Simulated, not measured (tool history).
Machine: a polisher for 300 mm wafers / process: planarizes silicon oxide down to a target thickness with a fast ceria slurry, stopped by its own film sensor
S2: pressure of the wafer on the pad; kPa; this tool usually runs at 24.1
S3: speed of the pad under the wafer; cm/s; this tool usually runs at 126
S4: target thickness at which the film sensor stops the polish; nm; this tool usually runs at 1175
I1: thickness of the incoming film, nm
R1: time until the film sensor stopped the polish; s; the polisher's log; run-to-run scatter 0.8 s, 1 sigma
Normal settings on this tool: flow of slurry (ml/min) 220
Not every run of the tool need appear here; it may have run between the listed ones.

run 1 hour=0 | flow_of_slurry_(ml/min)=220 S2=24.1 S3=126 S4=1175 | I1=2472.6 | R1=43.1
run 2 hour=82.4 | flow_of_slurry_(ml/min)=220 S2=24.1 S3=126 S4=1175 | I1=2445.4 | R1=42.4
run 3 hour=98.9 | flow_of_slurry_(ml/min)=220 S2=24.1 S3=126 S4=1175 | I1=2435.4 | R1=42.6
run 4 hour=115.7 | flow_of_slurry_(ml/min)=220 S2=24.1 S3=126 S4=1175 | I1=2448.7 | R1=42.7
-- hour=138.1 worn pad replaced by a new one
run 5 hour=141.1 | flow_of_slurry_(ml/min)=220 S2=24.1 S3=126 S4=1175 | I1=2460.3 | R1=45.3
run 6 hour=176.5 | flow_of_slurry_(ml/min)=220 S2=24.1 S3=126 S4=1175 | I1=2472.2 | R1=48.2
run 7 hour=212.4 | flow_of_slurry_(ml/min)=220 S2=19.3 S3=114 S4=1175 | I1=2486.1 | R1=64.6
-- hour=238 worn pad replaced by a new one, repeated, since the last time left the tool worse
run 8 hour=238.5 | flow_of_slurry_(ml/min)=220 S2=24.1 S3=126 S4=1175 | I1=2463.8 | R1=41.8
run 9 hour=257 | flow_of_slurry_(ml/min)=220 S2=24.1 S3=126 S4=1175 | I1=2480.8 | R1=43.2
run 10 hour=291.8 | flow_of_slurry_(ml/min)=220 S2=24.1 S3=126 S4=1175 | I1=2519.5 | R1=45.1
run 11 hour=312.2 | flow_of_slurry_(ml/min)=220 S2=24.1 S3=126 S4=1175 | I1=2438.8 | R1=42.6
-- hour=317.3 head pressure recalibrated
run 12 hour=327.7 | flow_of_slurry_(ml/min)=220 S2=24.1 S3=126 S4=1175 | I1=2458.8 | R1=43.9
run 13 hour=360.5 | flow_of_slurry_(ml/min)=220 S2=24.1 S3=112 S4=1175 | I1=2484.4 | R1=49.3
run 14 hour=377.7 | flow_of_slurry_(ml/min)=220 S2=24.1 S3=102 S4=1175 | I1=2474.3 | R1=54.4
-- hour=394.9 worn pad replaced by a new one
run 15 hour=403 | flow_of_slurry_(ml/min)=175 S2=24.1 S3=144 S4=1175 | I1=2429.2 | R1=36.1
run 16 hour=438.2 | flow_of_slurry_(ml/min)=170 S2=17.2 S3=100 S4=1448 | I1=2457.3 | R1=56.5
run 17 hour=453.9 | flow_of_slurry_(ml/min)=165 S2=17.9 S3=92 S4=1437 | I1=2479 | R1=63.6
run 18 hour=484.5 | flow_of_slurry_(ml/min)=220 S2=24.1 S3=126 S4=1175 | I1=2461.4 | R1=43.8
run 19 hour=514 | flow_of_slurry_(ml/min)=220 S2=24.1 S3=126 S4=1175 | I1=2444.5 | R1=42.1
run 20 hour=531.3 | flow_of_slurry_(ml/min)=200 S2=17.2 S3=126 S4=1175 | I1=2456.7 | R1=58.6
-- hour=565.2 worn pad replaced by a new one
-- hour=572.6 slurry nozzle cleaned
run 21 hour=573.1 | flow_of_slurry_(ml/min)=290 S2=21.4 S3=104 S4=1439 | I1=2436.5 | R1=41.1
run 22 hour=622.4 | flow_of_slurry_(ml/min)=180 S2=17.2 S3=106 S4=788 | I1=2485.7 | R1=88.4
run 23 hour=648.3 | flow_of_slurry_(ml/min)=220 S2=24.1 S3=126 S4=1175 | I1=2488.8 | R1=44.7
run 24 hour=676.6 | flow_of_slurry_(ml/min)=220 S2=24.1 S3=126 S4=1175 | I1=2499.4 | R1=43.9
-- hour=693.5 worn pad replaced by a new one
run 25 hour=707.5 | flow_of_slurry_(ml/min)=220 S2=24.1 S3=126 S4=756 | I1=2498.3 | R1=56.4
run 26 hour=723 | flow_of_slurry_(ml/min)=290 S2=16.5 S3=160 S4=1175 | I1=2480.8 | R1=44.2
run 27 hour=749.1 | flow_of_slurry_(ml/min)=155 S2=24.1 S3=106 S4=1175 | I1=2483.5 | R1=52.2

3 ways to go on from here, each from the tool as it stands after run 27. What would each give?
run A hour=749.5 | flow_of_slurry_(ml/min)=250 S2=24.1 S3=126 S4=1175 | I1=2419.7 | R1=?
run B hour=749.5 | flow_of_slurry_(ml/min)=220 S2=24.1 S3=126 S4=1339 | I1=2419.7 | R1=?
run C hour=749.5 | flow_of_slurry_(ml/min)=220 S2=28.3 S3=126 S4=1175 | I1=2419.7 | R1=?

run=A R1=39.8
run=B R1=35
run=C R1=35.1
With no hidden state in the tool, these same runs would have given:
run=A R1=38.1
run=B R1=33.5
run=C R1=33.6
